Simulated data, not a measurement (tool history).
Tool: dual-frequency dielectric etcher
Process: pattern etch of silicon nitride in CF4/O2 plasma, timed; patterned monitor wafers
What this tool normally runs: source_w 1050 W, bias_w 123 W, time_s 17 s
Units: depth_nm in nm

| run | hour | source_w | bias_w | time_s | wafers since the last listed run | hours since the last wet clean | hours since the last source power generator calibration | hours since the last bias power generator calibration | hours since the last upper electrode change | hours since the gauge calibration | read-back reference wafer on the same gauge, depth_nm | depth_nm |
|---|---|---|---|---|---|---|---|---|---|---|---|---|
| 1 | 0 | 1050 | 123 | 17 | 0 | 269.2 | 4578.3 | 4145.6 | 5488.3 | 31.8 | 51 | 54.3 |
| 2 | 31.6 | 1050 | 123 | 17 | 554 | 300.8 | 4609.9 | 4177.2 | 5519.9 | 63.4 | 51 | 54.4 |
| 3 | 54.6 | 890 | 123 | 17 | 403 | 323.8 | 4632.9 | 4200.2 | 5542.9 | 86.4 | 51 | 50.5 |
| 4 | 86.9 | 890 | 123 | 17 | 566 | 356.1 | 4665.2 | 4232.5 | 5575.2 | 118.7 | 50.9 | 50.4 |
| 5 | 102.4 | 890 | 123 | 17 | 272 | 371.6 | 4680.7 | 4248 | 5590.7 | 134.2 | 50.8 | 50.3 |
| 6 | 132.4 | 1050 | 123 | 17 | 526 | 401.6 | 4710.7 | 4278 | 5620.7 | 164.2 | 50.8 | 54.3 |
| 7 | 153.3 | 1050 | 123 | 17 | 366 | 422.5 | 4731.6 | 4298.9 | 5641.6 | 185.1 | 50.8 | 53.7 |
| 8 | 186.8 | 1050 | 104 | 17 | 587 | 456 | 4765.1 | 4332.4 | 5675.1 | 218.6 | 50.7 | 51.5 |
| 9 | 201.4 | 1050 | 123 | 17 | 256 | 470.6 | 4779.7 | 4347 | 5689.7 | 233.2 | 50.7 | 54 |
| 10 | 234.4 | 1050 | 123 | 17 | 579 | 503.6 | 4812.7 | 4380 | 5722.7 | 266.2 | 50.6 | 53.7 |
|  | 243.2 | bias power generator calibrated |
|  | 257.9 | gauge calibrated |
|  | 259.2 | wet clean of the chamber |
| 11 | 261.9 | 1050 | 123 | 17 | 131 | 2.7 | 4840.2 | 18.7 | 5750.2 | 4 | 51.1 | 54.4 |
|  | 291.1 | source power generator calibrated |
| 12 | 291.6 | 960 | 145 | 20.5 | 451 | 32.4 | 0.5 | 48.4 | 5779.9 | 33.7 | 51.1 | 65.7 |
| 13 | 303.1 | 1050 | 96 | 17 | 201 | 43.9 | 12 | 59.9 | 5791.4 | 45.2 | 51.1 | 51.1 |
| 14 | 315.6 | 1050 | 138 | 15.5 | 219 | 56.4 | 24.5 | 72.4 | 5803.9 | 57.7 | 51.1 | 50.8 |
|  | 344.9 | upper electrode replaced |
| 15 | 349.3 | 1050 | 123 | 17 | 170 | 90.1 | 58.2 | 106.1 | 4.4 | 91.4 | 51 | 54.2 |
| 16 | 375.1 | 1050 | 146 | 17 | 452 | 115.9 | 84 | 131.9 | 30.2 | 117.2 | 51 | 56.5 |
| 17 | 392.8 | 1050 | 123 | 17 | 310 | 133.6 | 101.7 | 149.6 | 47.9 | 134.9 | 50.9 | 54.1 |
| 18 | 408.1 | 1050 | 123 | 21.5 | 268 | 148.9 | 117 | 164.9 | 63.2 | 150.2 | 50.8 | 67.9 |
| 19 | 431.8 | 1050 | 123 | 17 | 415 | 172.6 | 140.7 | 188.6 | 86.9 | 173.9 | 50.8 | 53.9 |
| 20 | 467.7 | 1300 | 123 | 13 | 630 | 208.5 | 176.6 | 224.5 | 122.8 | 209.8 | 50.7 | 45.3 |
|  | 492.1 | gauge calibrated |
| 21 | 493 | 1130 | 95 | 17 | 444 | 233.8 | 201.9 | 249.8 | 148.1 | 0.9 | 51.2 | 52.7 |

Hidden state, per run?
etch rate over this chamber's usual, %: 0 at every run
source power that arrives over what is set, %: 0 at every run
bias power that arrives over what is set, %: 0 at every run
H1: gauge reads high (%)
| run | H1 |
|---|---|
| 1 | -0.0665 |
| 2 | -0.193 |
| 3 | -0.285 |
| 4 | -0.414 |
| 5 | -0.476 |
| 6 | -0.596 |
| 7 | -0.68 |
| 8 | -0.814 |
| 9 | -0.872 |
| 10 | -1 |
| 11 | 0.131 |
| 12 | 0.0118 |
| 13 | -0.0342 |
| 14 | -0.0842 |
| 15 | -0.219 |
| 16 | -0.322 |
| 17 | -0.393 |
| 18 | -0.454 |
| 19 | -0.549 |
| 20 | -0.693 |
| 21 | 0.149 |
